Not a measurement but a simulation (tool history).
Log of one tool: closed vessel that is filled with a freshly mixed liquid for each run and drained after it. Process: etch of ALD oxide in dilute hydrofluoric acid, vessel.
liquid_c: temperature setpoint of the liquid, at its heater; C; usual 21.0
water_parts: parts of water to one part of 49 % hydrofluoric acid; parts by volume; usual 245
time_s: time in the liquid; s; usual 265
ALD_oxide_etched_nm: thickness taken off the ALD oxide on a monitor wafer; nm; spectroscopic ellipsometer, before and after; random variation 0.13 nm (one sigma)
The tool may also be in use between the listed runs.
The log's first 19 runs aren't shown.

run	hour	liquid_c	water_parts	time_s	wafers since the last listed run	hours since the thermometer was replaced	hours since the hydrofluoric acid flow meter was replaced	hours since the gauge calibration	read-back film thickness of the ALD oxide reference wafer, read on the same gauge (nm)	ALD_oxide_etched_nm
20	1472.5	17.0	245	400	3840	36.4	961.2	981.8	79.98	19.53
21	1570.0	21.0	245	265	10429	133.9	1058.7	1079.3	79.99	15.15
22	1611.7	21.0	245	420	4460	175.6	1100.4	1121.0	80.02	23.77
23	1718.2	21.0	310	205	11392	282.1	1206.9	1227.5	79.97	8.44
24	1784.3	21.0	245	350	7070	348.2	1273.0	1293.6	80.00	19.49
# hour 1926.7: hydrofluoric acid flow meter replaced
25	2031.4	21.0	245	265	26325	595.3	104.7	1540.7	79.99	14.79
26	2089.1	22.5	310	380	6172	653.0	162.4	1598.4	80.03	16.69
27	2157.8	18.0	245	325	7348	721.7	231.1	1667.1	79.98	16.10
28	2234.6	18.0	170	210	8215	798.5	307.9	1743.9	80.03	16.03
29	2300.6	21.0	245	265	7060	864.5	373.9	1809.9	80.02	14.81
30	2390.3	21.0	245	265	9595	954.2	463.6	1899.6	80.03	14.71
31	2481.4	18.0	300	180	9744	1045.3	554.7	1990.7	79.97	6.95
32	2588.8	19.0	130	155	11488	1152.7	662.1	2098.1	79.99	16.64
# hour 2609.5: gauge calibrated
33	2673.3	22.5	130	265	9038	1237.2	746.6	63.8	80.00	32.67

Forecast each of these 5 alternatives for the next run:
A	2674.0	17.0	245	265	74	1237.9	747.3	64.5	?	?
B	2674.0	21.0	360	135	74	1237.9	747.3	64.5	?	?
C	2674.0	23.0	165	415	74	1237.9	747.3	64.5	?	?
D	2674.0	26.0	355	140	74	1237.9	747.3	64.5	?	?
E	2674.0	19.5	300	265	74	1237.9	747.3	64.5	?	?

run	read-back film thickness of the ALD oxide reference wafer, read on the same gauge (nm)	ALD_oxide_etched_nm
A	80.01	12.54
B	80.01	4.57
C	80.01	39.76
D	80.01	5.73
E	80.01	10.74
Without the tool's hidden state the same runs would have given:
run	ALD_oxide_etched_nm
A	12.90
B	4.69
C	40.89
D	5.87
E	11.04

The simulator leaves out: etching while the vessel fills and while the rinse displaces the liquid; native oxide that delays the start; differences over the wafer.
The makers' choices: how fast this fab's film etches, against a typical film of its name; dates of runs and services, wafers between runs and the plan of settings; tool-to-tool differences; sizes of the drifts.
